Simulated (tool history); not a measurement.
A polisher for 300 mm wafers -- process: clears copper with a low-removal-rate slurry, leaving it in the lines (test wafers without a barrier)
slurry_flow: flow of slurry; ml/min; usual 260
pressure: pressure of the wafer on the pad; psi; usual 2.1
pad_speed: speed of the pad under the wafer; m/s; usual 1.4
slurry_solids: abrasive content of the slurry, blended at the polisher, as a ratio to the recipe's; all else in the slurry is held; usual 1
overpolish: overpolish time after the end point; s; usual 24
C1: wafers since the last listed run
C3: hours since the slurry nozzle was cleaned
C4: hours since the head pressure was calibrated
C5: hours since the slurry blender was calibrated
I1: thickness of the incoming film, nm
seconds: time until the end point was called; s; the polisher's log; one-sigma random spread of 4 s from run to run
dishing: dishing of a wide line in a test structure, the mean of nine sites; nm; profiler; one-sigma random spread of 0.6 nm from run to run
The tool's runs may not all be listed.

{"run": 1, "hour": 0.0, "slurry_flow": 260, "pressure": 2.1, "pad_speed": 1.4, "slurry_solids": 1, "overpolish": 24, "C1": 0, "wafers polished on this pad": 220, "C3": 231, "C4": 903.1, "C5": 10.3, "I1": 518.7, "seconds": 205.2, "dishing": 30.9}
{"run": 2, "hour": 17.1, "slurry_flow": 260, "pressure": 2.1, "pad_speed": 1.4, "slurry_solids": 1, "overpolish": 24, "C1": 66, "wafers polished on this pad": 286, "C3": 248.1, "C4": 920.2, "C5": 27.4, "I1": 517, "seconds": 218.3, "dishing": 30.2}
{"run": 3, "hour": 27.2, "slurry_flow": 260, "pressure": 2.1, "pad_speed": 1.4, "slurry_solids": 1, "overpolish": 24, "C1": 39, "wafers polished on this pad": 325, "C3": 258.2, "C4": 930.3, "C5": 37.5, "I1": 507.6, "seconds": 212.1, "dishing": 30.1}
{"run": 4, "hour": 36.6, "slurry_flow": 260, "pressure": 2.1, "pad_speed": 1.4, "slurry_solids": 1, "overpolish": 24, "C1": 36, "wafers polished on this pad": 361, "C3": 267.6, "C4": 939.7, "C5": 46.9, "I1": 511.6, "seconds": 213.1, "dishing": 30.5}
{"run": 5, "hour": 54.3, "slurry_flow": 260, "pressure": 2.1, "pad_speed": 1.4, "slurry_solids": 1, "overpolish": 24, "C1": 68, "wafers polished on this pad": 430, "C3": 285.3, "C4": 957.4, "C5": 64.6, "I1": 515.6, "seconds": 216.4, "dishing": 30.8}
{"run": 6, "hour": 70.9, "slurry_flow": 260, "pressure": 2.1, "pad_speed": 1.4, "slurry_solids": 1, "overpolish": 24, "C1": 64, "wafers polished on this pad": 494, "C3": 301.9, "C4": 974, "C5": 81.2, "I1": 512.8, "seconds": 227.6, "dishing": 30.2}
{"run": 7, "hour": 77.1, "slurry_flow": 260, "pressure": 2.1, "pad_speed": 1.4, "slurry_solids": 1, "overpolish": 24, "C1": 23, "wafers polished on this pad": 518, "C3": 308.1, "C4": 980.2, "C5": 87.4, "I1": 508.8, "seconds": 226.1, "dishing": 29.5}
{"hour": 89.2, "done": "worn pad replaced by a new one, of another model than before"}
{"run": 8, "hour": 90.8, "slurry_flow": 260, "pressure": 2.1, "pad_speed": 1.4, "slurry_solids": 1, "overpolish": 24, "C1": 37, "wafers polished on this pad": 6, "C3": 321.8, "C4": 993.9, "C5": 101.1, "I1": 507.1, "seconds": 223.8, "dishing": 30.2}
{"hour": 106.0, "done": "slurry blender recalibrated"}
{"run": 9, "hour": 106.5, "slurry_flow": 260, "pressure": 2.1, "pad_speed": 1.4, "slurry_solids": 1, "overpolish": 24, "C1": 52, "wafers polished on this pad": 59, "C3": 337.5, "C4": 1009.6, "C5": 0.5, "I1": 511.7, "seconds": 193.7, "dishing": 31.3}
{"hour": 120.6, "done": "head pressure recalibrated"}
{"run": 10, "hour": 122.0, "slurry_flow": 260, "pressure": 2.1, "pad_speed": 1.4, "slurry_solids": 1, "overpolish": 24, "C1": 52, "wafers polished on this pad": 111, "C3": 353, "C4": 1.4, "C5": 16, "I1": 505.9, "seconds": 203.3, "dishing": 30.4}
{"run": 11, "hour": 136.8, "slurry_flow": 185, "pressure": 2.1, "pad_speed": 1.4, "slurry_solids": 1, "overpolish": 12, "C1": 57, "wafers polished on this pad": 168, "C3": 367.8, "C4": 16.2, "C5": 30.8, "I1": 518.5, "seconds": 235.5, "dishing": 17.8}
{"run": 12, "hour": 153.4, "slurry_flow": 260, "pressure": 2.1, "pad_speed": 1.4, "slurry_solids": 1, "overpolish": 24, "C1": 64, "wafers polished on this pad": 232, "C3": 384.4, "C4": 32.8, "C5": 47.4, "I1": 510.5, "seconds": 217.3, "dishing": 30.5}
{"hour": 162.3, "done": "slurry nozzle cleaned"}
{"run": 13, "hour": 166.2, "slurry_flow": 260, "pressure": 2.1, "pad_speed": 1.4, "slurry_solids": 1, "overpolish": 24, "C1": 45, "wafers polished on this pad": 278, "C3": 3.9, "C4": 45.6, "C5": 60.2, "I1": 499.7, "seconds": 222, "dishing": 30.5}
{"run": 14, "hour": 173.4, "slurry_flow": 260, "pressure": 2.6, "pad_speed": 1.4, "slurry_solids": 1, "overpolish": 24, "C1": 27, "wafers polished on this pad": 306, "C3": 11.1, "C4": 52.8, "C5": 67.4, "I1": 513.3, "seconds": 201.7, "dishing": 32.1}
{"run": 15, "hour": 186.4, "slurry_flow": 260, "pressure": 1.6, "pad_speed": 1.4, "slurry_solids": 1.25, "overpolish": 24, "C1": 50, "wafers polished on this pad": 356, "C3": 24.1, "C4": 65.8, "C5": 80.4, "I1": 519, "seconds": 239.6, "dishing": 29.1}
{"run": 16, "hour": 192.5, "slurry_flow": 260, "pressure": 2.1, "pad_speed": 1.82, "slurry_solids": 1.3, "overpolish": 18, "C1": 23, "wafers polished on this pad": 380, "C3": 30.2, "C4": 71.9, "C5": 86.5, "I1": 518.4, "seconds": 178.9, "dishing": 29.3}
{"run": 17, "hour": 204.4, "slurry_flow": 260, "pressure": 2.3, "pad_speed": 1.4, "slurry_solids": 0.75, "overpolish": 37, "C1": 46, "wafers polished on this pad": 426, "C3": 42.1, "C4": 83.8, "C5": 98.4, "I1": 512.5, "seconds": 231.6, "dishing": 36.4}
{"run": 18, "hour": 210.9, "slurry_flow": 290, "pressure": 2.1, "pad_speed": 1.4, "slurry_solids": 1.2, "overpolish": 24, "C1": 25, "wafers polished on this pad": 451, "C3": 48.6, "C4": 90.3, "C5": 104.9, "I1": 504.4, "seconds": 211.1, "dishing": 30.4}
{"run": 19, "hour": 222.4, "slurry_flow": 330, "pressure": 2.1, "pad_speed": 1.4, "slurry_solids": 1, "overpolish": 24, "C1": 44, "wafers polished on this pad": 495, "C3": 60.1, "C4": 101.8, "C5": 116.4, "I1": 518.8, "seconds": 224.5, "dishing": 30.6}
{"hour": 231.6, "done": "slurry blender recalibrated"}
{"run": 20, "hour": 237.0, "slurry_flow": 345, "pressure": 2.1, "pad_speed": 1.4, "slurry_solids": 1, "overpolish": 24, "C1": 48, "wafers polished on this pad": 544, "C3": 74.7, "C4": 116.4, "C5": 5.4, "I1": 504.9, "seconds": 196.6, "dishing": 31.1}
{"run": 21, "hour": 247.5, "slurry_flow": 260, "pressure": 2.1, "pad_speed": 1.4, "slurry_solids": 0.8, "overpolish": 24, "C1": 40, "wafers polished on this pad": 585, "C3": 85.2, "C4": 126.9, "C5": 15.9, "I1": 512, "seconds": 228.5, "dishing": 29.1}

What if the next run were any one of these 3? Each begins from the tool's condition after run 21:
{"run": "A", "hour": 248.0, "slurry_flow": 260, "pressure": 2.1, "pad_speed": 1.4, "slurry_solids": 1, "overpolish": 24, "C1": 1, "wafers polished on this pad": 587, "C3": 85.7, "C4": 127.4, "C5": 16.4, "I1": 509.8, "seconds": "?", "dishing": "?"}
{"run": "B", "hour": 248.0, "slurry_flow": 220, "pressure": 2.1, "pad_speed": 1.4, "slurry_solids": 1, "overpolish": 30, "C1": 1, "wafers polished on this pad": 587, "C3": 85.7, "C4": 127.4, "C5": 16.4, "I1": 509.8, "seconds": "?", "dishing": "?"}
{"run": "C", "hour": 248.0, "slurry_flow": 330, "pressure": 2.8, "pad_speed": 1.58, "slurry_solids": 1, "overpolish": 19, "C1": 1, "wafers polished on this pad": 587, "C3": 85.7, "C4": 127.4, "C5": 16.4, "I1": 509.8, "seconds": "?", "dishing": "?"}

run=A seconds=207.9 dishing=30
run=B seconds=213.7 dishing=33.5
run=C seconds=160.2 dishing=30.8
Had the tool no hidden state, the same runs would have come out as:
run=A seconds=198.9 dishing=30.8
run=B seconds=204.5 dishing=34.3
run=C seconds=153.3 dishing=31.6
